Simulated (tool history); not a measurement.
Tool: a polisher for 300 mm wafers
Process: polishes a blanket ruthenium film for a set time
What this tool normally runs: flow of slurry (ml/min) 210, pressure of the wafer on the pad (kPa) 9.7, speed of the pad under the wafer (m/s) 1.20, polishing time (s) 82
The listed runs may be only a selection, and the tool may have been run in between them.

| run | hour | flow of slurry (ml/min) | pressure of the wafer on the pad (kPa) | speed of the pad under the wafer (m/s) | polishing time (s) | incoming thickness of the incoming film, nm | film removed (nm) |
|---|---|---|---|---|---|---|---|
| 1 | 0.0 | 210 | 10.3 | 1.20 | 82 | 349.9 | 67.1 |
| 2 | 86.8 | 210 | 9.0 | 1.20 | 82 | 345.1 | 58.4 |
| 3 | 137.2 | 210 | 9.7 | 1.20 | 82 | 351.9 | 63.3 |
| 4 | 241.2 | 210 | 9.7 | 1.20 | 82 | 353.0 | 62.0 |
|  | 286.4 | head pressure recalibrated |
| 5 | 289.4 | 210 | 9.7 | 1.20 | 82 | 343.0 | 62.5 |
|  | 384.9 | worn pad replaced by a new one |
| 6 | 385.4 | 210 | 9.7 | 1.20 | 82 | 350.1 | 65.2 |
| 7 | 461.2 | 210 | 9.7 | 1.20 | 82 | 345.7 | 63.8 |
|  | 486.4 | slurry nozzle cleaned |
| 8 | 501.0 | 210 | 9.7 | 1.20 | 82 | 350.3 | 64.7 |
| 9 | 589.7 | 210 | 9.7 | 1.20 | 102 | 355.3 | 79.7 |
| 10 | 683.7 | 210 | 9.7 | 1.20 | 102 | 349.2 | 79.8 |
| 11 | 789.5 | 210 | 9.7 | 1.20 | 102 | 352.6 | 78.1 |
| 12 | 829.3 | 210 | 9.7 | 1.20 | 82 | 348.7 | 62.7 |
| 13 | 878.1 | 210 | 8.3 | 1.20 | 82 | 350.6 | 54.4 |
| 14 | 1027.4 | 210 | 9.7 | 1.20 | 82 | 351.4 | 61.7 |
|  | 1100.5 | worn pad replaced by a new one |
| 15 | 1105.5 | 210 | 11.7 | 1.20 | 82 | 352.9 | 77.5 |
| 16 | 1202.2 | 165 | 9.7 | 0.94 | 96 | 351.0 | 56.7 |
|  | 1207.6 | head pressure recalibrated |
|  | 1227.3 | slurry nozzle cleaned |
| 17 | 1299.1 | 175 | 6.9 | 0.92 | 97 | 351.3 | 42.1 |
| 18 | 1353.8 | 210 | 9.7 | 1.20 | 82 | 352.4 | 63.9 |
| 19 | 1664.4 | 210 | 9.7 | 1.20 | 82 | 345.9 | 62.0 |
| 20 | 1763.2 | 165 | 12.4 | 1.20 | 66 | 347.4 | 58.9 |
|  | 1790.2 | worn pad replaced by a new one |
|  | 1811.9 | slurry nozzle cleaned |
| 21 | 1861.7 | 210 | 8.3 | 1.42 | 82 | 345.7 | 67.2 |
| 22 | 1973.0 | 210 | 9.7 | 1.20 | 82 | 351.2 | 64.2 |
|  | 2073.1 | head pressure recalibrated |
| 23 | 2073.6 | 210 | 11.7 | 1.20 | 54 | 351.1 | 49.5 |
| 24 | 2111.2 | 210 | 9.7 | 1.20 | 82 | 348.8 | 63.2 |
| 25 | 2148.9 | 265 | 11.7 | 1.20 | 94 | 357.4 | 88.4 |
| 26 | 2215.8 | 210 | 9.7 | 1.20 | 82 | 347.6 | 62.1 |
| 27 | 2289.3 | 175 | 9.7 | 1.20 | 82 | 344.7 | 60.9 |
| 28 | 2370.5 | 210 | 11.0 | 1.20 | 82 | 351.9 | 70.1 |
|  | 2452.8 | slurry nozzle cleaned |
| 29 | 2473.7 | 210 | 9.7 | 1.20 | 82 | 350.9 | 61.3 |
| 30 | 2522.6 | 210 | 8.3 | 1.20 | 64 | 355.8 | 40.9 |
|  | 2562.1 | worn pad replaced by a new one |
| 31 | 2583.4 | 210 | 9.7 | 1.20 | 56 | 349.3 | 44.6 |
| 32 | 2629.7 | 210 | 12.4 | 1.02 | 109 | 355.1 | 92.8 |
| 33 | 2702.2 | 210 | 7.6 | 1.20 | 82 | 354.4 | 52.5 |
| 34 | 2754.2 | 210 | 8.3 | 1.10 | 82 | 352.7 | 51.7 |
| 35 | 2809.0 | 210 | 9.7 | 1.46 | 82 | 352.2 | 77.7 |
| 36 | 2848.9 | 210 | 6.2 | 1.20 | 82 | 348.0 | 43.2 |

Subtracting, for every run, the result it would have given without the tool's unlogged condition from the measured result gives the following. The same run-to-run variation enters both numbers; the gauge's scatter may not:
The hidden state here: removal rate lost through wear of the pad, %; slurry flow missing at the pad, %; deviation of the head's pressure from its setpoint, %.
| run | film removed (nm) |
|---|---|
| 1 | -1.8 |
| 2 | -2.1 |
| 3 | -2.6 |
| 4 | -3.3 |
| 5 | -3.6 |
| 6 | -0.1 |
| 7 | -0.5 |
| 8 | -0.8 |
| 9 | -1.7 |
| 10 | -2.4 |
| 11 | -3.3 |
| 12 | -2.9 |
| 13 | -2.8 |
| 14 | -4.1 |
| 15 | -0.8 |
| 16 | -1.1 |
| 17 | -1.2 |
| 18 | -2.2 |
| 19 | -4.2 |
| 20 | -4.6 |
| 21 | -0.9 |
| 22 | -1.6 |
| 23 | -1.8 |
| 24 | -2.5 |
| 25 | -3.8 |
| 26 | -3.1 |
| 27 | -3.5 |
| 28 | -4.7 |
| 29 | -4.8 |
| 30 | -3.4 |
| 31 | -0.2 |
| 32 | -0.8 |
| 33 | -0.8 |
| 34 | -1.1 |
| 35 | -2.0 |
| 36 | -1.3 |
